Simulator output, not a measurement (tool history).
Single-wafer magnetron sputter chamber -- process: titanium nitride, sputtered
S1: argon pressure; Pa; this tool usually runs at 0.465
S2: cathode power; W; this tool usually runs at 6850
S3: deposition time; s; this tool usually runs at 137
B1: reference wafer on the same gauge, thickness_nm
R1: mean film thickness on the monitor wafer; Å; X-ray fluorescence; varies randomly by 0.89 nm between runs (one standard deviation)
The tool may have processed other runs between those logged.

Run 1, hour 0: usual settings; B1 180.131. Result: R1 1546.54 Å.
Run 2, hour 98.2: usual settings; B1 180.511. Result: R1 1520.53 Å.
Run 3, hour 153.9: usual settings; B1 180.268. Result: R1 1522.79 Å.
Run 4, hour 193.1: usual settings but S1 0.559 Pa, S3 115 s; B1 179.927. Result: R1 1215.22 Å.
Run 5, hour 284.4: usual settings but S1 0.392 Pa; B1 180.189. Result: R1 1538.22 Å.
Run 6, hour 358: usual settings but S3 126 s; B1 179.589. Result: R1 1377.25 Å.
Run 7, hour 431.9: usual settings but S1 0.347 Pa; B1 180.052. Result: R1 1554.64 Å.
At hour 446.8: magnet pack replaced.
Run 8, hour 473.1: usual settings but S1 0.347 Pa; B1 179.866. Result: R1 1557.27 Å.
At hour 527.1: gauge calibrated.
Run 9, hour 565.1: usual settings but S2 8200 W; B1 180.482. Result: R1 1753.13 Å.
Run 10, hour 662.1: usual settings; B1 180.217. Result: R1 1473.98 Å.
At hour 727.5: capacitance manometer re-zeroed and calibrated.
At hour 780.9: sputter target and shields replaced.
Run 11, hour 826.8: usual settings; B1 180.048. Result: R1 1552.91 Å.
Run 12, hour 921.4: usual settings but S2 7450 W; B1 179.959. Result: R1 1656.28 Å.
Run 13, hour 977.4: usual settings but S1 0.295 Pa; B1 180.153. Result: R1 1636.56 Å.
Run 14, hour 1020.3: usual settings but S1 0.322 Pa, S2 8100 W, S3 129 s; B1 180.188. Result: R1 1803.69 Å.
Run 15, hour 1089.2: usual settings but S3 146 s; B1 180.35. Result: R1 1597.25 Å.
Run 16, hour 1129.2: usual settings but S1 0.35 Pa, S2 6400 W; B1 180.243. Result: R1 1468.51 Å.

Predict each of these 4 candidate next runs independently; none follows another, all start after run 16:
Run A, hour 1129.6: usual settings but S1 0.376 Pa; B1 ?. Result: R1 ?.
Run B, hour 1129.6: usual settings but S2 6200 W, S3 130 s; B1 ?. Result: R1 ?.
Run C, hour 1129.6: usual settings but S1 0.362 Pa, S2 8400 W, S3 152 s; B1 ?. Result: R1 ?.
Run D, hour 1129.6: usual settings but S1 0.413 Pa; B1 ?. Result: R1 ?.

run       B1       R1
  A  180.069  1563.29
  B  180.069  1294.91
  C  180.069  2139.15
  D  180.069  1539.84
With the hidden condition removed and each run's random variation left untouched, the same runs would have given:
run       R1
  A  1640.14
  B  1358.58
  C  2244.32
  D  1615.55
